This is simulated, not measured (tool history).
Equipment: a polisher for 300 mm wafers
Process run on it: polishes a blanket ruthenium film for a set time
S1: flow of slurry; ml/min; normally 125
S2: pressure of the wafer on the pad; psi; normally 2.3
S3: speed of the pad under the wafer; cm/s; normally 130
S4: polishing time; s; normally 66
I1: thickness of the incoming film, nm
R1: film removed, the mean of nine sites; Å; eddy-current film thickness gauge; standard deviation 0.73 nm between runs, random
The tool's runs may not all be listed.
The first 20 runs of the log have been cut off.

run,hour,S1,S2,S3,S4,I1,R1
# hour 973.4: head pressure recalibrated
21,1001.5,125,2.3,130,66,545.7,945
# hour 1015.4: worn pad replaced by a new one
22,1042,110,2.3,130,66,537.2,945
23,1105.6,125,2.3,130,66,530.1,950
# hour 1134.7: slurry nozzle cleaned
24,1136.3,160,2.3,130,66,541.8,1025
25,1180.7,125,2.3,130,66,538.6,976
26,1251.6,125,2.3,130,66,532.5,964
27,1307.3,80,2.7,168,50,539.4,998
28,1348.1,150,2.3,142,86,535.2,1385
# hour 1375.7: worn pad replaced by a new one
29,1386.6,90,1.8,130,84,540.5,919
30,1427.4,125,2.7,130,73,552.8,1234
# hour 1442.3: head pressure recalibrated
31,1468.9,125,1.7,146,66,546.9,793
32,1526.2,125,2.7,160,79,538.9,1631
33,1579.9,80,2.3,106,66,546.9,683
# hour 1582.3: slurry nozzle cleaned
34,1641.4,105,2.3,130,66,550,936
35,1704,90,2.3,130,66,544.8,895
# hour 1719.1: worn pad replaced by a new one
36,1729,125,2.7,164,66,527.5,1448

Alternative continuations, all from the tool just after run 36; predict every row:
A,1729.4,125,2.5,130,66,541,?
B,1729.4,125,1.9,160,85,541,?
C,1729.4,125,1.7,170,66,541,?
D,1729.4,125,2.3,130,56,541,?
E,1729.4,125,2.6,130,66,541,?

run,R1
A,1053
B,1268
C,936
D,822
E,1095
Without the tool's unlogged condition, the same runs would have read:
run,R1
A,1072
B,1291
C,953
D,837
E,1115

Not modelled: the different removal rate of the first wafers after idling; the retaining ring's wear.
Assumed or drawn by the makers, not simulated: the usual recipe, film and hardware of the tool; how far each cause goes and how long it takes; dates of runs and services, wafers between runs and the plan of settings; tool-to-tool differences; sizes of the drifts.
